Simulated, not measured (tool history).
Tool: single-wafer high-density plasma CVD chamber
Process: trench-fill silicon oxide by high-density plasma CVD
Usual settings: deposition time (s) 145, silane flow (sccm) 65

| run | hour | deposition time (s) | silane flow (sccm) | wafers since the last listed run | hours since the silane flow controller was replaced | hours since the gauge calibration | read-back reference wafer on the same gauge, thickness_nm | mean film thickness on the monitor wafer (nm) |
|---|---|---|---|---|---|---|---|---|
| 1 | 0 | 145 | 65 | 0 | 3190.4 | 47.2 | 1135.215 | 987.911 |
| 2 | 22.2 | 161 | 65 | 145 | 3212.6 | 69.4 | 1135.607 | 1101.751 |
| 3 | 56 | 145 | 65 | 221 | 3246.4 | 103.2 | 1134.553 | 982.926 |
| 4 | 91.7 | 145 | 65 | 234 | 3282.1 | 138.9 | 1134.222 | 987.953 |
| 5 | 127.5 | 145 | 65 | 235 | 3317.9 | 174.7 | 1134.099 | 991.571 |
| 6 | 145.4 | 145 | 65 | 117 | 3335.8 | 192.6 | 1135.094 | 995.901 |
| 7 | 181.1 | 145 | 65 | 234 | 3371.5 | 228.3 | 1135.11 | 982.153 |
| 8 | 204.2 | 145 | 58 | 151 | 3394.6 | 251.4 | 1134.289 | 877.069 |
| 9 | 236.4 | 145 | 58 | 211 | 3426.8 | 283.6 | 1134.017 | 874.648 |
| 10 | 252.9 | 145 | 58 | 108 | 3443.3 | 300.1 | 1133.864 | 882.624 |
| 11 | 266.5 | 145 | 65 | 89 | 3456.9 | 313.7 | 1133.539 | 987.166 |
|  | 319.7 | gauge calibrated |
| 12 | 328.4 | 129 | 65 | 406 | 3518.8 | 8.7 | 1132.63 | 872.623 |
| 13 | 351.6 | 129 | 65 | 152 | 3542 | 31.9 | 1133.971 | 873.714 |
| 14 | 371.1 | 145 | 65 | 128 | 3561.5 | 51.4 | 1133.596 | 985.92 |
| 15 | 392 | 116 | 62 | 137 | 3582.4 | 72.3 | 1134.141 | 749.223 |
| 16 | 411.5 | 145 | 65 | 128 | 3601.9 | 91.8 | 1134.732 | 983.576 |
|  | 422 | silane flow controller replaced |
| 17 | 441.3 | 145 | 65 | 143 | 19.3 | 121.6 | 1133.39 | 987.362 |
| 18 | 465.7 | 157 | 71 | 160 | 43.7 | 146 | 1133.063 | 1166.379 |
| 19 | 496.6 | 145 | 71 | 202 | 74.6 | 176.9 | 1134.809 | 1080.18 |
| 20 | 514.6 | 125 | 55 | 118 | 92.6 | 194.9 | 1134.235 | 725.9 |
| 21 | 540 | 137 | 53 | 166 | 118 | 220.3 | 1134.115 | 755.342 |
| 22 | 565.1 | 158 | 54 | 164 | 143.1 | 245.4 | 1133.562 | 898.108 |
| 23 | 591.9 | 145 | 69 | 176 | 169.9 | 272.2 | 1133.31 | 1039.89 |
| 24 | 611.5 | 122 | 65 | 128 | 189.5 | 291.8 | 1133.07 | 830.058 |

Run 25 comes next. What will it give?
| 25 | 630.1 | 124 | 73 | 122 | 208.1 | 310.4 | ? | ? |

{"run 25": {"read-back reference wafer on the same gauge, thickness_nm": 1134.157, "mean film thickness on the monitor wafer (nm)": 943.466}}
Without the tool's hidden state the same run would have given mean film thickness on the monitor wafer (nm) 943.466.
